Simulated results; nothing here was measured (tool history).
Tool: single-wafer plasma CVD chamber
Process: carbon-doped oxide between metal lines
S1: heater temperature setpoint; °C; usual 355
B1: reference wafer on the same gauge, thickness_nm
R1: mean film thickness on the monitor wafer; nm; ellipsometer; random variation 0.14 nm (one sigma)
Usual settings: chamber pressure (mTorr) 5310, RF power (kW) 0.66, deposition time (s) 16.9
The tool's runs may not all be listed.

run 1 hour=0 | S1=355 chamber_pressure_(mTorr)=4610 RF_power_(kW)=0.66 deposition_time_(s)=18.1 | B1=74.65 | R1=94.117
run 2 hour=12.6 | S1=355 chamber_pressure_(mTorr)=4610 RF_power_(kW)=0.66 deposition_time_(s)=18.1 | B1=74.613 | R1=93.822
run 3 hour=38.5 | S1=355 chamber_pressure_(mTorr)=4610 RF_power_(kW)=0.66 deposition_time_(s)=18.1 | B1=74.594 | R1=93.889
run 4 hour=63.3 | S1=355 chamber_pressure_(mTorr)=5310 RF_power_(kW)=0.66 deposition_time_(s)=16.9 | B1=74.621 | R1=90.119
run 5 hour=98.6 | S1=355 chamber_pressure_(mTorr)=5310 RF_power_(kW)=0.66 deposition_time_(s)=16.9 | B1=74.588 | R1=89.87
run 6 hour=122.9 | S1=355 chamber_pressure_(mTorr)=5310 RF_power_(kW)=0.66 deposition_time_(s)=16.9 | B1=74.612 | R1=89.681
run 7 hour=142.2 | S1=355 chamber_pressure_(mTorr)=5310 RF_power_(kW)=0.66 deposition_time_(s)=16.9 | B1=74.588 | R1=89.951
run 8 hour=170.5 | S1=355 chamber_pressure_(mTorr)=5310 RF_power_(kW)=0.66 deposition_time_(s)=16.9 | B1=74.629 | R1=89.754
run 9 hour=189.4 | S1=355 chamber_pressure_(mTorr)=5670 RF_power_(kW)=0.7 deposition_time_(s)=16.9 | B1=74.591 | R1=93.134
run 10 hour=216.2 | S1=355 chamber_pressure_(mTorr)=5670 RF_power_(kW)=0.7 deposition_time_(s)=16.9 | B1=74.602 | R1=93.299
-- hour=229 RF generator calibrated
run 11 hour=231.7 | S1=365 chamber_pressure_(mTorr)=5310 RF_power_(kW)=0.66 deposition_time_(s)=16.9 | B1=74.615 | R1=88.856
-- hour=247 capacitance manometer re-zeroed and calibrated
run 12 hour=256.5 | S1=365 chamber_pressure_(mTorr)=5310 RF_power_(kW)=0.66 deposition_time_(s)=16.9 | B1=74.578 | R1=88.463
run 13 hour=276 | S1=365 chamber_pressure_(mTorr)=5310 RF_power_(kW)=0.66 deposition_time_(s)=16.9 | B1=74.631 | R1=88.608
-- hour=302.6 showerhead replaced
run 14 hour=303.1 | S1=347 chamber_pressure_(mTorr)=5900 RF_power_(kW)=0.755 deposition_time_(s)=16.9 | B1=74.585 | R1=101.061
run 15 hour=324.2 | S1=366 chamber_pressure_(mTorr)=5310 RF_power_(kW)=0.66 deposition_time_(s)=16.9 | B1=74.596 | R1=88.287
-- hour=360.9 thermocouple changed; heater temperature recalibrated
run 16 hour=361.4 | S1=363 chamber_pressure_(mTorr)=5310 RF_power_(kW)=0.66 deposition_time_(s)=16.9 | B1=74.603 | R1=88.85
-- hour=370 gauge calibrated
run 17 hour=371.9 | S1=340 chamber_pressure_(mTorr)=5310 RF_power_(kW)=0.66 deposition_time_(s)=16.9 | B1=74.564 | R1=95.648
run 18 hour=391.1 | S1=363 chamber_pressure_(mTorr)=4580 RF_power_(kW)=0.66 deposition_time_(s)=18.6 | B1=74.619 | R1=95.2
run 19 hour=416.2 | S1=355 chamber_pressure_(mTorr)=4270 RF_power_(kW)=0.55 deposition_time_(s)=16.9 | B1=74.596 | R1=80.495
run 20 hour=434.2 | S1=365 chamber_pressure_(mTorr)=5310 RF_power_(kW)=0.66 deposition_time_(s)=16.9 | B1=74.572 | R1=88.457
run 21 hour=454.5 | S1=349 chamber_pressure_(mTorr)=5310 RF_power_(kW)=0.765 deposition_time_(s)=16.9 | B1=74.608 | R1=99.483
run 22 hour=490 | S1=355 chamber_pressure_(mTorr)=5670 RF_power_(kW)=0.7 deposition_time_(s)=16.9 | B1=74.588 | R1=94.438
run 23 hour=502.8 | S1=366 chamber_pressure_(mTorr)=6050 RF_power_(kW)=0.66 deposition_time_(s)=16.9 | B1=74.613 | R1=89.629
run 24 hour=527.8 | S1=355 chamber_pressure_(mTorr)=5310 RF_power_(kW)=0.66 deposition_time_(s)=19.6 | B1=74.6 | R1=104.972
run 25 hour=543.4 | S1=355 chamber_pressure_(mTorr)=5310 RF_power_(kW)=0.66 deposition_time_(s)=16.9 | B1=74.589 | R1=90.921
run 26 hour=572.5 | S1=355 chamber_pressure_(mTorr)=5310 RF_power_(kW)=0.73 deposition_time_(s)=19.1 | B1=74.576 | R1=107.198
run 27 hour=606.7 | S1=355 chamber_pressure_(mTorr)=5310 RF_power_(kW)=0.66 deposition_time_(s)=16.9 | B1=74.591 | R1=90.85

Forecast each of these 3 alternatives for the next run:
run A hour=607.1 | S1=355 chamber_pressure_(mTorr)=5310 RF_power_(kW)=0.66 deposition_time_(s)=16.9 | B1=? | R1=?
run B hour=607.1 | S1=367 chamber_pressure_(mTorr)=5310 RF_power_(kW)=0.7 deposition_time_(s)=15.3 | B1=? | R1=?
run C hour=607.1 | S1=355 chamber_pressure_(mTorr)=5310 RF_power_(kW)=0.78 deposition_time_(s)=15.8 | B1=? | R1=?

run=A B1=74.609 R1=90.663
run=B B1=74.609 R1=81.636
run=C B1=74.609 R1=91.806
Without the tool's hidden state the same runs would have given:
run=A R1=91.406
run=B R1=82.304
run=C R1=92.558

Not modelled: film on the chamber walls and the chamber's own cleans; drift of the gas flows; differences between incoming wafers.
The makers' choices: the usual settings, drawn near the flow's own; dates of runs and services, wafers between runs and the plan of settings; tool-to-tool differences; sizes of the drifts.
